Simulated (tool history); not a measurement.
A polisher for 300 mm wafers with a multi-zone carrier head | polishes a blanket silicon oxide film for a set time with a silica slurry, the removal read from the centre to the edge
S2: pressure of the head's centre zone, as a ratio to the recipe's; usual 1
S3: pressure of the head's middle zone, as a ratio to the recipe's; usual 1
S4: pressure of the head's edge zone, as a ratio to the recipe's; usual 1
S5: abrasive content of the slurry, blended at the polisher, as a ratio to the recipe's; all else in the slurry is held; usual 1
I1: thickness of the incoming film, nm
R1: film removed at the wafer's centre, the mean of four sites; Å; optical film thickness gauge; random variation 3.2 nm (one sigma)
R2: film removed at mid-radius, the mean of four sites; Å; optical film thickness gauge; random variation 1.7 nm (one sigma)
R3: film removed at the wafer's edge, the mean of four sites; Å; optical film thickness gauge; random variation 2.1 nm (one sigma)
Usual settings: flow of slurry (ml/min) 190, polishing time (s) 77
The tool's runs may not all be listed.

run 1 day=0 | flow_of_slurry_(ml/min)=190 S2=1 S3=1 S4=1 S5=1 polishing_time_(s)=77 | I1=953.7 | R1=2326 R2=2310 R3=2345
-- day=1.796 edge zone pressure recalibrated
run 2 day=4.279 | flow_of_slurry_(ml/min)=190 S2=1 S3=1 S4=1 S5=1 polishing_time_(s)=77 | I1=960.3 | R1=2259 R2=2162 R3=2230
-- day=6.746 worn pad replaced by a new one
run 3 day=7.367 | flow_of_slurry_(ml/min)=190 S2=1 S3=1 S4=1 S5=1 polishing_time_(s)=77 | I1=968.3 | R1=2497 R2=2437 R3=2488
-- day=8.133 slurry nozzle cleaned
-- day=10.879 centre zone pressure recalibrated
run 4 day=10.988 | flow_of_slurry_(ml/min)=190 S2=1 S3=1 S4=1 S5=1 polishing_time_(s)=77 | I1=960.5 | R1=2476 R2=2406 R3=2453
run 5 day=12.875 | flow_of_slurry_(ml/min)=190 S2=1 S3=1 S4=1 S5=1 polishing_time_(s)=77 | I1=953.7 | R1=2415 R2=2407 R3=2438
-- day=15.654 carrier head's membrane replaced by a new one
-- day=20.579 worn pad replaced by a new one
run 6 day=23.908 | flow_of_slurry_(ml/min)=190 S2=1 S3=1 S4=1 S5=1 polishing_time_(s)=77 | I1=967.8 | R1=2442 R2=2391 R3=2447
-- day=24.642 centre zone pressure recalibrated
run 7 day=25.625 | flow_of_slurry_(ml/min)=190 S2=1 S3=1 S4=1 S5=1 polishing_time_(s)=77 | I1=973.7 | R1=2438 R2=2364 R3=2416
run 8 day=27.417 | flow_of_slurry_(ml/min)=190 S2=1 S3=1 S4=1 S5=1 polishing_time_(s)=77 | I1=965.3 | R1=2337 R2=2334 R3=2403
-- day=28.421 slurry nozzle cleaned
-- day=34.462 edge zone pressure recalibrated
-- day=34.979 worn pad replaced by a new one
run 9 day=36.596 | flow_of_slurry_(ml/min)=190 S2=1 S3=1 S4=1 S5=1 polishing_time_(s)=77 | I1=973.6 | R1=2446 R2=2413 R3=2432
-- day=37.733 centre zone pressure recalibrated
run 10 day=38.867 | flow_of_slurry_(ml/min)=190 S2=1 S3=1 S4=1 S5=1 polishing_time_(s)=77 | I1=957.7 | R1=2417 R2=2377 R3=2445
run 11 day=41.875 | flow_of_slurry_(ml/min)=190 S2=1 S3=1 S4=1 S5=1.25 polishing_time_(s)=68 | I1=947.9 | R1=2310 R2=2235 R3=2277
run 12 day=43.529 | flow_of_slurry_(ml/min)=190 S2=1.06 S3=1 S4=1 S5=1 polishing_time_(s)=64 | I1=954.8 | R1=2084 R2=1920 R3=1981
run 13 day=45.3 | flow_of_slurry_(ml/min)=190 S2=1 S3=1 S4=1 S5=1 polishing_time_(s)=77 | I1=961.2 | R1=2381 R2=2281 R3=2322
-- day=45.358 slurry nozzle cleaned
-- day=47.929 carrier head's membrane replaced by a new one
run 14 day=49.417 | flow_of_slurry_(ml/min)=190 S2=0.96 S3=1 S4=1 S5=1 polishing_time_(s)=104 | I1=945.3 | R1=2867 R2=2920 R3=2953
-- day=51.229 worn pad replaced by a new one
-- day=53.046 centre zone pressure recalibrated
run 15 day=54.662 | flow_of_slurry_(ml/min)=165 S2=1 S3=0.89 S4=0.91 S5=1 polishing_time_(s)=77 | I1=945.4 | R1=2442 R2=2142 R3=2360
run 16 day=57.671 | flow_of_slurry_(ml/min)=190 S2=1.08 S3=0.93 S4=1 S5=1 polishing_time_(s)=77 | I1=959.4 | R1=2595 R2=2211 R3=2412
run 17 day=62.15 | flow_of_slurry_(ml/min)=190 S2=1 S3=1 S4=1.04 S5=1 polishing_time_(s)=77 | I1=963.6 | R1=2271 R2=2282 R3=2408
-- day=63.946 slurry nozzle cleaned
-- day=65.075 worn pad replaced by a new one
run 18 day=65.375 | flow_of_slurry_(ml/min)=190 S2=0.88 S3=1 S4=1 S5=1 polishing_time_(s)=77 | I1=947.9 | R1=2223 R2=2448 R3=2521
-- day=66.562 edge zone pressure recalibrated
-- day=67.062 centre zone pressure recalibrated
run 19 day=68.192 | flow_of_slurry_(ml/min)=190 S2=1 S3=1 S4=1 S5=1 polishing_time_(s)=77 | I1=964.8 | R1=2489 R2=2402 R3=2483
run 20 day=72.671 | flow_of_slurry_(ml/min)=190 S2=1 S3=1 S4=1 S5=1 polishing_time_(s)=77 | I1=947.1 | R1=2429 R2=2364 R3=2399

The same runs without the tool's hidden state, with the same run-to-run variation:
The hidden state here: removal rate lost through wear of the pad, %; slurry flow missing at the pad, %; deviation of the centre zone's pressure from its setpoint, %; deviation of the edge zone's pressure from its setpoint, %.
run=1 R1=2466 R2=2449 R3=2486
run=2 R1=2533 R2=2424 R3=2501
run=3 R1=2504 R2=2444 R3=2496
run=4 R1=2506 R2=2435 R3=2483
run=5 R1=2468 R2=2460 R3=2493
run=6 R1=2495 R2=2443 R3=2500
run=7 R1=2509 R2=2433 R3=2487
run=8 R1=2432 R2=2429 R3=2501
run=9 R1=2485 R2=2451 R3=2471
run=10 R1=2471 R2=2431 R3=2500
run=11 R1=2402 R2=2324 R3=2368
run=12 R1=2196 R2=2023 R3=2088
run=13 R1=2554 R2=2448 R3=2491
run=14 R1=3255 R2=3315 R3=3352
run=15 R1=2462 R2=2161 R3=2381
run=16 R1=2657 R2=2264 R3=2470
run=17 R1=2422 R2=2434 R3=2569
run=18 R1=2228 R2=2453 R3=2527
run=19 R1=2507 R2=2419 R3=2501
run=20 R1=2508 R2=2441 R3=2477

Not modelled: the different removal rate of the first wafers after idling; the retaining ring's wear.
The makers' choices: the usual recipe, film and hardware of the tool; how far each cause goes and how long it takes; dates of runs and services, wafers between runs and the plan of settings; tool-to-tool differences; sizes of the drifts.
